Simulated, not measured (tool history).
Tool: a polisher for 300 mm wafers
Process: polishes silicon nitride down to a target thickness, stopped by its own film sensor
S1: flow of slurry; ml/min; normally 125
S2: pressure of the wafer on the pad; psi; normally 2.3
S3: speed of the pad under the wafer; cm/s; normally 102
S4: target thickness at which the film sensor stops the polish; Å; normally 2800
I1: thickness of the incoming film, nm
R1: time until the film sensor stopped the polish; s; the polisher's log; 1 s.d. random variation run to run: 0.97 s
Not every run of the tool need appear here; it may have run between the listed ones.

run,day,S1,S2,S3,S4,I1,R1
1,0,125,2.8,102,2800,377.5,83.7
2,1.462,95,2.3,102,2900,381.6,102.5
# day 3.733: worn pad replaced by a new one
3,4.038,95,2.3,102,2900,378.2,101.4
# day 6.496: head pressure recalibrated
4,6.833,95,2.3,102,2900,381.7,99.5
# day 11.467: worn pad replaced by a new one
5,15.629,125,2.3,112,2800,378.8,109.4
# day 15.775: slurry nozzle cleaned
6,17.471,125,2.3,102,2800,378.7,104.3
7,20.208,125,2.3,102,2800,382.3,110.3
# day 20.679: worn pad replaced by a new one
8,22.783,125,2.3,102,2800,384,112.7
9,23.875,85,2.3,68,2800,387,177.1
# day 25.367: head pressure recalibrated
10,26.842,125,2.3,82,2510,375.6,159.2
11,28.175,95,2.3,82,2570,387.5,181.6
# day 29.962: slurry nozzle cleaned
# day 30.171: worn pad replaced by a new one
12,30.967,160,2.9,76,3070,376.1,69.7
# day 38.058: worn pad replaced by a new one
13,38.079,160,2.6,102,2800,372.6,85.3
# day 40.158: head pressure recalibrated
14,42.983,125,2.3,86,2800,380.5,123.9

Forecast each of these 4 alternatives for the next run:
A,43.004,125,1.8,102,2800,386.2,?
B,43.004,170,2.9,112,2580,386.2,?
C,43.004,90,2.3,102,2800,386.2,?
D,43.004,95,2.6,76,2800,386.2,?

run,R1
A,148.3
B,96.6
C,128.8
D,141.8
With no hidden state in the tool, these same runs would have given:
run,R1
A,135.3
B,89.7
C,114.7
D,126.8
